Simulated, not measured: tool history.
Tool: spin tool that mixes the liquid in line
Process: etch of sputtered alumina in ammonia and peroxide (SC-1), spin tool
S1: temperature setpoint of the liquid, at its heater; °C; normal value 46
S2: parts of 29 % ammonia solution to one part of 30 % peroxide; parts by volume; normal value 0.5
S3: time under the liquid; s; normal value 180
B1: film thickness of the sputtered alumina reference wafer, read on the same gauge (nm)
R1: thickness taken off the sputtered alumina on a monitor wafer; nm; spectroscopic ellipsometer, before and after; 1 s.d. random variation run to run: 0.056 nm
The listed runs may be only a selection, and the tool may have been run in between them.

run,day,S1,S2,S3,B1,R1
1,0,46,0.5,210,150.01,10.34
# day 0.796: ammonia flow meter replaced
2,2.912,46,0.5,180,149.99,8.91
3,7.008,46,0.5,180,149.99,8.99
# day 8.704: new drum of ammonia solution connected
# day 10.062: heated supply line repaired
4,11.229,46,0.5,95,150.01,4.67
5,15.267,46,0.5,180,150,8.95
6,17.912,43.5,0.3,120,150,4.91
7,19.821,53.5,0.45,180,150,13.4
8,23.521,41.5,0.4,220,150.01,8.2
9,26.629,40,0.35,245,150.02,8.31
10,28.867,46,0.5,180,150.01,8.82
11,31.517,46,0.5,180,150,8.81
12,33.646,46,0.5,180,150.02,8.84
# day 34.458: thermometer replaced
# day 34.917: gauge calibrated
13,36.446,51.5,0.5,260,150,17.38
# day 37.079: new drum of ammonia solution connected
14,39.933,46,0.5,180,150.02,8.8
15,42.038,46,0.5,180,150,8.89
16,44.454,49,0.75,110,149.99,6.66
17,47.912,38,0.3,75,150.01,2.21
18,50.892,46,0.5,280,150.02,13.8
19,52.962,42,0.5,180,150.01,7.04
20,55.733,46,0.5,180,149.99,8.85
21,58.567,42.5,0.5,180,150.02,7.28
22,60.779,46,0.35,265,149.99,12.62
# day 62.9: new drum of ammonia solution connected
23,64.133,53,0.5,280,149.99,20.5
24,67.492,46,0.7,125,150.01,6.35
25,71.083,41,0.5,180,149.98,6.66

Hidden state, per run?
liquid colder than its thermometer reads (K): 0 at every run
ammonia flow above the setpoint (%): 0 at every run
temperature lost on the way to the wafer (K): 0 at every run
ammonia solution weaker than its label (%): 0 at every run
gauge reads high (%): 0 at every run
